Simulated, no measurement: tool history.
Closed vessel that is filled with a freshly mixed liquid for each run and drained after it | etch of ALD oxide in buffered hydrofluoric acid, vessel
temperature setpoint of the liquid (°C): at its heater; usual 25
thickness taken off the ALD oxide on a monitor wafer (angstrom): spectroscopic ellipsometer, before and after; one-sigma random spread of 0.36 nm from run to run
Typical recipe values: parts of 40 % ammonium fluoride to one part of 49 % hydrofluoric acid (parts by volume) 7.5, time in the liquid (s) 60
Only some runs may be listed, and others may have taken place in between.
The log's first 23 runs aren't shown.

| run | day | temperature setpoint of the liquid (°C) | parts of 40 % ammonium fluoride to one part of 49 % hydrofluoric acid (parts by volume) | time in the liquid (s) | wafers since the last listed run | hours since the thermometer was replaced | hours since the hydrofluoric acid flow meter was replaced | hours since the gauge calibration | read-back film thickness of the ALD oxide reference wafer, read on the same gauge (nm) | thickness taken off the ALD oxide on a monitor wafer (angstrom) |
|---|---|---|---|---|---|---|---|---|---|---|
| 24 | 94.992 | 25 | 7.5 | 60 | 12179 | 266.1 | 380.9 | 569.9 | 40.04 | 1072.5 |
| 25 | 98.938 | 25 | 7.5 | 60 | 11557 | 360.8 | 475.6 | 664.6 | 40.01 | 1081.9 |
|  | 101.512 | hydrofluoric acid flow meter replaced, repeated, since the last time left the tool worse |
| 26 | 110.904 | 29.5 | 7.5 | 60 | 34927 | 648 | 225.4 | 951.8 | 39.99 | 1309.5 |
|  | 119.1 | thermometer replaced |
| 27 | 119.583 | 25 | 6 | 70 | 25298 | 11.6 | 433.7 | 1160.1 | 39.99 | 1485.5 |
| 28 | 123.221 | 25 | 7.5 | 60 | 10654 | 98.9 | 521 | 1247.4 | 40.03 | 1044.2 |
| 29 | 126.675 | 28 | 7.5 | 70 | 10117 | 181.8 | 603.9 | 1330.3 | 39.94 | 1427.6 |
| 30 | 129.438 | 25 | 9.5 | 60 | 8091 | 248.1 | 670.2 | 1396.6 | 40.04 | 821.6 |
| 31 | 131.388 | 25 | 7.5 | 50 | 5711 | 294.9 | 717 | 1443.4 | 40.03 | 868.5 |
| 32 | 134.758 | 21.5 | 9 | 60 | 9873 | 375.8 | 797.9 | 1524.3 | 39.95 | 705.4 |
| 33 | 136.271 | 30 | 5.5 | 60 | 4430 | 412.1 | 834.2 | 1560.6 | 39.96 | 1795.2 |
| 34 | 140.404 | 25 | 7.5 | 30 | 12106 | 511.3 | 933.4 | 1659.8 | 40.07 | 521.3 |
| 35 | 143.342 | 25 | 7.5 | 60 | 8603 | 581.8 | 1003.9 | 1730.3 | 40.06 | 1043.2 |

3 options for the next run, each taken on its own from the tool as it stands now. Forecast them:
| A | 143.371 | 25 | 5 | 60 | 85 | 582.5 | 1004.6 | 1731 | ? | ? |
| B | 143.371 | 28 | 5.5 | 45 | 85 | 582.5 | 1004.6 | 1731 | ? | ? |
| C | 143.371 | 25 | 9.5 | 30 | 85 | 582.5 | 1004.6 | 1731 | ? | ? |

| run | read-back film thickness of the ALD oxide reference wafer, read on the same gauge (nm) | thickness taken off the ALD oxide on a monitor wafer (angstrom) |
|---|---|---|
| A | 40.03 | 1499.1 |
| B | 40.03 | 1216.6 |
| C | 40.03 | 412.6 |
The same runs, with their run-to-run variation unchanged, on a tool lacking any hidden condition would have given:
| run | thickness taken off the ALD oxide on a monitor wafer (angstrom) |
|---|---|
| A | 1483.6 |
| B | 1205.4 |
| C | 409.7 |

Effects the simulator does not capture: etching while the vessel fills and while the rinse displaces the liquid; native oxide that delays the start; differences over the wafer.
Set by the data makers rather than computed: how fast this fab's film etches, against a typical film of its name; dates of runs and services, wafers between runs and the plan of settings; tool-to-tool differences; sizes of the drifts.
